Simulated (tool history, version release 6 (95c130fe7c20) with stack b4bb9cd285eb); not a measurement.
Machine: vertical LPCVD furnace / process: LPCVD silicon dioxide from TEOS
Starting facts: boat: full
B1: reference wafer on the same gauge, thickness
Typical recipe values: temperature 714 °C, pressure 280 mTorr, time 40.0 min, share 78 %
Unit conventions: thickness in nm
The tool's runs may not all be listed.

{"run": 1, "hour": 0.0, "temperature": 714, "pressure": 280, "time": 40.0, "share": 78, "B1": 399.93, "thickness": 461.64}
{"run": 2, "hour": 9.9, "temperature": 714, "pressure": 280, "time": 36.0, "share": 78, "B1": 399.95, "thickness": 414.01}
{"run": 3, "hour": 20.3, "temperature": 714, "pressure": 280, "time": 36.0, "share": 78, "B1": 400.29, "thickness": 414.93}
{"run": 4, "hour": 41.4, "temperature": 714, "pressure": 280, "time": 40.0, "share": 78, "B1": 399.93, "thickness": 462.54}
{"hour": 66.1, "done": "thermocouples replaced and temperature profile calibrated"}
{"run": 5, "hour": 66.6, "temperature": 714, "pressure": 280, "time": 40.0, "share": 78, "B1": 400.24, "thickness": 427.73}
{"run": 6, "hour": 71.7, "temperature": 714, "pressure": 280, "time": 40.0, "share": 78, "B1": 399.79, "thickness": 426.41}
{"run": 7, "hour": 86.4, "temperature": 714, "pressure": 280, "time": 40.0, "share": 78, "B1": 400.13, "thickness": 425.72}
{"run": 8, "hour": 97.3, "temperature": 714, "pressure": 280, "time": 24.5, "share": 87, "B1": 399.56, "thickness": 275.44}
{"hour": 136.0, "done": "TEOS flow controller replaced"}
{"hour": 137.4, "done": "gauge calibrated"}
{"hour": 144.8, "done": "pressure gauge zeroed"}
{"run": 9, "hour": 145.3, "temperature": 714, "pressure": 225, "time": 48.5, "share": 78, "B1": 400.11, "thickness": 463.11}
{"run": 10, "hour": 150.4, "temperature": 714, "pressure": 250, "time": 40.0, "share": 78, "B1": 399.95, "thickness": 402.34}
{"run": 11, "hour": 155.6, "temperature": 714, "pressure": 280, "time": 40.0, "share": 78, "B1": 399.79, "thickness": 425.84}
{"run": 12, "hour": 163.1, "temperature": 719, "pressure": 215, "time": 40.0, "share": 78, "B1": 400.27, "thickness": 418.43}
{"run": 13, "hour": 174.4, "temperature": 714, "pressure": 315, "time": 40.0, "share": 78, "B1": 399.72, "thickness": 451.36}
{"run": 14, "hour": 190.6, "temperature": 714, "pressure": 280, "time": 36.0, "share": 78, "B1": 399.82, "thickness": 383.65}
{"run": 15, "hour": 212.2, "temperature": 722, "pressure": 240, "time": 34.5, "share": 88, "B1": 400.03, "thickness": 432.31}

Per-run results on a tool with no hidden state, each run keeping its own random variation:
Unlogged tool condition in this case: true tube temperature minus thermocouple reading, K; true pressure minus gauge reading, mTorr; deviation of the TEOS flow from its setpoint, %; gauge reads high (%).
run=1 thickness=426.34
run=2 thickness=382.19
run=3 thickness=382.88
run=4 thickness=426.42
run=5 thickness=427.28
run=6 thickness=425.96
run=7 thickness=425.27
run=8 thickness=275.16
run=9 thickness=462.61
run=10 thickness=401.90
run=11 thickness=425.37
run=12 thickness=417.97
run=13 thickness=450.85
run=14 thickness=383.21
run=15 thickness=431.80

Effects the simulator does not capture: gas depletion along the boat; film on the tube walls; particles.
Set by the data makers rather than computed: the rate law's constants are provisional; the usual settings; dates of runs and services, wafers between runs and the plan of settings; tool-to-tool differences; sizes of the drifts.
